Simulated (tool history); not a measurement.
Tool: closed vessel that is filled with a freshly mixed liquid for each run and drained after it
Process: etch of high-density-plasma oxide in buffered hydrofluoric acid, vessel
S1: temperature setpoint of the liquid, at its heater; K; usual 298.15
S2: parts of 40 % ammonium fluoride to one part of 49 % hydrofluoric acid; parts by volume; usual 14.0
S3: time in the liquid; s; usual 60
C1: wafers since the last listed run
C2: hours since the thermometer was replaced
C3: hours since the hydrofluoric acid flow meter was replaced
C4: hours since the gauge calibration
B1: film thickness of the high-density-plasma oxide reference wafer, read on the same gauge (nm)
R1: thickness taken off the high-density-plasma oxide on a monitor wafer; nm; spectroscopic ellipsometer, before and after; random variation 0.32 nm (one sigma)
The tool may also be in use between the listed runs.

| run | day | S1 | S2 | S3 | C1 | C2 | C3 | C4 | B1 | R1 |
|---|---|---|---|---|---|---|---|---|---|---|
| 1 | 0.000 | 301.65 | 15.5 | 60 | 0 | 2297.7 | 2357.2 | 44.1 | 80.00 | 60.12 |
| 2 | 0.471 | 301.65 | 15.5 | 60 | 1421 | 2309.0 | 2368.5 | 55.4 | 80.00 | 59.96 |
| 3 | 1.025 | 301.65 | 15.5 | 60 | 1673 | 2322.3 | 2381.8 | 68.7 | 79.99 | 60.65 |
| 4 | 1.592 | 295.65 | 14.0 | 60 | 1710 | 2335.9 | 2395.4 | 82.3 | 80.01 | 47.91 |
| 5 | 1.929 | 295.65 | 14.0 | 60 | 1018 | 2344.0 | 2403.5 | 90.4 | 80.01 | 47.88 |
| 6 | 2.662 | 295.65 | 14.0 | 60 | 2213 | 2361.6 | 2421.1 | 108.0 | 80.00 | 48.16 |
| 7 | 3.008 | 298.15 | 14.0 | 35 | 1044 | 2369.9 | 2429.4 | 116.3 | 80.00 | 32.01 |
| 8 | 3.704 | 298.15 | 14.0 | 35 | 2100 | 2386.6 | 2446.1 | 133.0 | 80.00 | 31.95 |
| 9 | 4.425 | 298.15 | 14.0 | 45 | 2176 | 2403.9 | 2463.4 | 150.3 | 80.01 | 41.21 |
| 10 | 4.712 | 298.15 | 14.0 | 60 | 867 | 2410.8 | 2470.3 | 157.2 | 80.02 | 54.60 |
| 11 | 5.225 | 298.15 | 14.0 | 60 | 1547 | 2423.1 | 2482.6 | 169.5 | 79.98 | 54.97 |
| 12 | 5.492 | 298.15 | 14.0 | 60 | 805 | 2429.5 | 2489.0 | 175.9 | 80.00 | 54.52 |
| 13 | 5.821 | 298.15 | 14.0 | 60 | 993 | 2437.4 | 2496.9 | 183.8 | 80.03 | 54.75 |
| 14 | 6.225 | 298.15 | 14.0 | 60 | 1220 | 2447.1 | 2506.6 | 193.5 | 79.99 | 55.38 |
|  | 6.792 | hydrofluoric acid flow meter replaced |
| 15 | 6.921 | 303.15 | 14.0 | 85 | 1974 | 2463.8 | 3.1 | 210.2 | 80.01 | 101.03 |
|  | 7.004 | thermometer replaced |
| 16 | 7.371 | 298.15 | 18.5 | 60 | 1232 | 8.8 | 13.9 | 221.0 | 80.00 | 41.59 |
| 17 | 8.050 | 298.15 | 12.5 | 60 | 2050 | 25.1 | 30.2 | 237.3 | 80.00 | 61.87 |
| 18 | 8.396 | 298.15 | 14.0 | 60 | 1044 | 33.4 | 38.5 | 245.6 | 80.00 | 54.33 |
| 19 | 8.950 | 294.15 | 11.0 | 40 | 1673 | 46.7 | 51.8 | 258.9 | 80.00 | 37.20 |
| 20 | 9.467 | 298.15 | 10.0 | 60 | 1559 | 59.1 | 64.2 | 271.3 | 79.99 | 76.19 |
| 21 | 9.812 | 298.15 | 14.0 | 60 | 1044 | 67.4 | 72.5 | 279.6 | 79.99 | 55.41 |
|  | 9.921 | gauge calibrated |
| 22 | 10.412 | 296.15 | 14.0 | 60 | 1811 | 81.8 | 86.9 | 11.8 | 79.99 | 49.27 |
| 23 | 11.025 | 294.15 | 9.5 | 60 | 1849 | 96.5 | 101.6 | 26.5 | 80.00 | 62.70 |
| 24 | 11.400 | 298.15 | 14.0 | 60 | 1132 | 105.5 | 110.6 | 35.5 | 79.99 | 54.92 |

The next listed run, before its measurement:
| 25 | 11.792 | 295.15 | 14.0 | 80 | 1182 | 114.9 | 120.0 | 44.9 | ? | ? |

B1: 79.99
R1: 62.35 nm
Without the tool's hidden state the same run would have given R1 62.35 nm.
